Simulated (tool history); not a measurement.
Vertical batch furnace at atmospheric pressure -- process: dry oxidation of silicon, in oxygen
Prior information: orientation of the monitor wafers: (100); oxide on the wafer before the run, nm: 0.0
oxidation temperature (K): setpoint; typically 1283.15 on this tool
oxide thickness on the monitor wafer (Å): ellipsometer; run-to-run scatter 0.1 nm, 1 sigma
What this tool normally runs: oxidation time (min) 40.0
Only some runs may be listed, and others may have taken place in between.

| run | hour | oxidation temperature (K) | oxidation time (min) | read-back reference wafer on the same gauge, thickness | oxide thickness on the monitor wafer (Å) |
|---|---|---|---|---|---|
| 1 | 0.0 | 1290.15 | 26.0 | 41.00 | 357.5 |
| 2 | 100.2 | 1290.15 | 26.0 | 40.99 | 358.7 |
| 3 | 186.1 | 1283.15 | 40.0 | 40.99 | 433.1 |
| 4 | 312.2 | 1283.15 | 40.0 | 40.99 | 434.0 |
| 5 | 389.9 | 1283.15 | 40.0 | 41.02 | 435.2 |
| 6 | 426.6 | 1276.15 | 24.0 | 40.98 | 302.2 |
| 7 | 488.7 | 1276.15 | 24.0 | 40.99 | 304.0 |
| 8 | 529.5 | 1283.15 | 46.0 | 41.01 | 472.4 |
| 9 | 622.1 | 1292.15 | 26.0 | 40.98 | 364.2 |
| 10 | 722.5 | 1292.15 | 26.0 | 40.97 | 363.6 |
| 11 | 814.5 | 1292.15 | 26.0 | 41.06 | 365.4 |
|  | 852.7 | thermocouples replaced and temperature profile calibrated |
| 12 | 853.2 | 1266.15 | 40.0 | 40.99 | 361.0 |
| 13 | 896.4 | 1266.15 | 29.0 | 41.03 | 298.5 |
| 14 | 952.5 | 1259.15 | 27.0 | 41.00 | 266.8 |
| 15 | 1058.2 | 1283.15 | 29.5 | 41.00 | 355.9 |
| 16 | 1134.8 | 1283.15 | 40.0 | 40.98 | 426.3 |
|  | 1216.8 | boat lift adjusted |
| 17 | 1217.3 | 1298.15 | 48.5 | 40.99 | 553.0 |
|  | 1225.7 | gauge calibrated |
| 18 | 1289.4 | 1307.15 | 40.0 | 40.97 | 533.0 |
| 19 | 1517.6 | 1283.15 | 40.0 | 41.02 | 428.1 |
| 20 | 1568.6 | 1263.15 | 56.5 | 40.99 | 436.1 |
| 21 | 1666.7 | 1291.15 | 47.0 | 41.03 | 508.6 |

Run 22, settings as shown, results not yet in. Your forecast:
| 22 | 1728.4 | 1283.15 | 40.0 | ? | ? |

read-back reference wafer on the same gauge, thickness: 40.97
oxide thickness on the monitor wafer (Å): 430.0
Had the tool carried no hidden state, the very same run would have given oxide thickness on the monitor wafer (Å) 426.9.

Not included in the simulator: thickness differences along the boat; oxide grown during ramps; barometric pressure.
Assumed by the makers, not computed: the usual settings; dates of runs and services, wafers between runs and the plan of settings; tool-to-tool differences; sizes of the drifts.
